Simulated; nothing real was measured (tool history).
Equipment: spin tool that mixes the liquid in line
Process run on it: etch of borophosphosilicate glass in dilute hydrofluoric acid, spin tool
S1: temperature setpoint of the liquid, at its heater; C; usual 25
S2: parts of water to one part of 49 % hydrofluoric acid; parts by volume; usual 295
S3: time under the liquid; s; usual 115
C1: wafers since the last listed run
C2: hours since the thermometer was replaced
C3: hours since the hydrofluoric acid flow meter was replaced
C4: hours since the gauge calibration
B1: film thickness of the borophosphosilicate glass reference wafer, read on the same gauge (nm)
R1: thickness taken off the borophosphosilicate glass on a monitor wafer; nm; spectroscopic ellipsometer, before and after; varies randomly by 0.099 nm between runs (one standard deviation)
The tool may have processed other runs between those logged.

run,hour,S1,S2,S3,C1,C2,C3,C4,B1,R1
1,0,27,295,115,0,607,1069.4,1267.5,149.99,14.18
2,49.5,25,295,115,457,656.5,1118.9,1317,149.99,13.32
3,150.5,25,295,115,933,757.5,1219.9,1418,150.01,13.4
# hour 188.6: thermometer replaced
4,202.5,25,295,115,471,13.9,1271.9,1470,150.02,13.35
# hour 218.9: hydrofluoric acid flow meter replaced
5,240.8,25,295,115,344,52.2,21.9,1508.3,150.02,13.55
6,309.7,25,295,115,637,121.1,90.8,1577.2,150.01,13.33
7,440.7,25,295,115,1211,252.1,221.8,1708.2,150,13.57
8,504.3,25,295,115,588,315.7,285.4,1771.8,150.01,13.42
9,575.3,25,295,115,656,386.7,356.4,1842.8,150.02,13.5
10,815.6,25,295,115,2221,627,596.7,2083.1,150.01,13.4
11,879.9,25,295,115,594,691.3,661,2147.4,150.02,13.34
12,983.3,28.5,345,145,956,794.7,764.4,2250.8,150.01,15.51
13,1035.8,28.5,345,145,485,847.2,816.9,2303.3,149.99,15.68
14,1093.3,27,295,60,531,904.7,874.4,2360.8,149.99,7.47
# hour 1115.9: thermometer replaced
15,1173.8,23.5,190,180,735,57.9,954.9,2441.3,149.99,34.67
16,1225.3,25,295,70,476,109.4,1006.4,2492.8,149.98,8.18
17,1291.4,20.5,295,115,611,175.5,1072.5,2558.9,150,11.38
18,1328.4,27,185,80,342,212.5,1109.5,2595.9,150.01,17.86
19,1384.7,25,295,115,520,268.8,1165.8,2652.2,150.01,13.41
# hour 1408.4: gauge calibrated
20,1482,28.5,170,85,899,366.1,1263.1,73.6,150.02,22.42
21,1588.6,25,295,115,985,472.7,1369.7,180.2,150.01,13.39
# hour 1607: hydrofluoric acid flow meter replaced
22,1629.2,25,295,115,366,513.3,22.2,220.8,150.02,13.22
23,1868.1,25,295,115,2208,752.2,261.1,459.7,149.99,13.42
24,1927.7,25,210,115,551,811.8,320.7,519.3,149.98,20.61
25,2022.1,29,350,75,872,906.2,415.1,613.7,149.99,7.81
# hour 2053.6: thermometer replaced
26,2089.7,21.5,145,135,615,36.1,482.7,681.3,150,32.82
27,2171.8,25,415,70,759,118.2,564.8,763.4,150,5.21
28,2220.8,28,215,115,453,167.2,613.8,812.4,150.02,22.17
29,2264.3,27.5,295,85,402,210.7,657.3,855.9,150,10.82
30,2371.2,25,295,115,988,317.6,764.2,962.8,150.01,13.32
31,2424.7,25,415,70,494,371.1,817.7,1016.3,150,5.14
32,2486.9,25,295,115,575,433.3,879.9,1078.5,150.01,13.25
33,2593.5,25,385,115,985,539.9,986.5,1185.1,150.01,9.37

Hidden state at the last listed run before each entry between runs and at the first one after, where it differs:
Run 3 -> run 4: thermometer replaced (hour 188.6)
  both runs share identical hidden conditions
Run 4 -> run 5: hydrofluoric acid flow meter replaced (hour 218.9)
  both runs share identical hidden conditions
Run 14 -> run 15: thermometer replaced (hour 1115.9)
  both runs share identical hidden conditions
Run 19 -> run 20: gauge calibrated (hour 1408.4)
  both runs share identical hidden conditions
Run 21 -> run 22: hydrofluoric acid flow meter replaced (hour 1607)
  both runs share identical hidden conditions
Run 25 -> run 26: thermometer replaced (hour 2053.6)
  both runs share identical hidden conditions
